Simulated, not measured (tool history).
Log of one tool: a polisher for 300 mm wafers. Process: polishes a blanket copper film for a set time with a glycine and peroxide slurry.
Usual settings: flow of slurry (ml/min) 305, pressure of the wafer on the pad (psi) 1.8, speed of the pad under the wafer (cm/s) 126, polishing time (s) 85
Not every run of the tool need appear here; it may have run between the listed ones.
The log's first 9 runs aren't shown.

run,day,flow of slurry (ml/min),pressure of the wafer on the pad (psi),speed of the pad under the wafer (cm/s),polishing time (s),wafers since the last listed run,wafers polished on this pad,hours since the slurry nozzle was cleaned,hours since the head pressure was calibrated,"incoming thickness of the incoming film, nm",film removed (angstrom)
10,20.725,305,1.8,126,85,500,771,104.7,605.5,1441.2,3581
11,23.117,380,1.8,126,85,767,1538,162.1,662.9,1473.7,3659
12,25.088,380,1.8,126,85,632,2171,209.4,710.2,1479.8,3539
13,27.588,305,1.8,126,85,802,2973,269.4,770.2,1442.9,3525
14,29.058,305,1.8,126,85,472,3446,304.7,805.5,1499.8,3284
15,31.862,305,1.8,126,85,900,4346,372,872.8,1461.7,3299
# day 32.554: slurry nozzle cleaned
# day 32.921: head pressure recalibrated
16,34.012,260,1.8,98,85,650,4996,35,26.2,1493.2,2779
# day 38.946: worn pad replaced by a new one
17,39.358,215,1.2,126,85,1662,132,163.3,154.5,1490.8,2963
18,40.838,305,1.8,126,85,474,607,198.8,190,1491.3,3812
19,43.692,305,1.4,88,113,916,1523,267.3,258.5,1482.4,3151
20,45.892,265,1.5,94,94,706,2230,320.1,311.3,1468.8,2765
21,47.504,305,1.4,126,85,517,2747,358.8,350,1468.6,2906
22,48.692,305,1.4,154,85,381,3128,387.3,378.5,1491.8,3421
23,51.179,305,1.8,126,85,798,3927,447,438.2,1471.1,3187
# day 52.167: slurry nozzle cleaned
24,53.104,395,1.8,148,85,604,4531,22.5,484.4,1455,4022
25,55.254,225,2.1,88,94,690,5221,74.1,536,1481.6,3001
# day 56.208: worn pad replaced by a new one
26,58.158,305,1.8,126,85,878,626,143.8,605.7,1463.9,3667
27,60.058,305,1.8,126,85,609,1236,189.4,651.3,1482.2,3593
28,61.496,255,2.1,154,114,461,1697,223.9,685.8,1475.1,5963
# day 62.15: head pressure recalibrated
29,62.738,350,1.4,126,69,371,2069,253.7,14.1,1473.2,2515
30,65.304,385,1.8,86,85,823,2893,315.3,75.7,1486.9,2625
31,67.667,305,1.2,150,93,758,3651,372,132.4,1472.3,3483
# day 70.088: slurry nozzle cleaned
32,70.512,305,1.8,126,66,900,4551,10.2,200.7,1484.1,2717

Predict the results of run 33:
33,71.975,340,1.8,126,114,469,5021,45.3,235.8,1490,?

film removed (angstrom): 4614
With the hidden condition absent and the run-to-run variation left alone, this run would have shown film removed (angstrom) 5263.

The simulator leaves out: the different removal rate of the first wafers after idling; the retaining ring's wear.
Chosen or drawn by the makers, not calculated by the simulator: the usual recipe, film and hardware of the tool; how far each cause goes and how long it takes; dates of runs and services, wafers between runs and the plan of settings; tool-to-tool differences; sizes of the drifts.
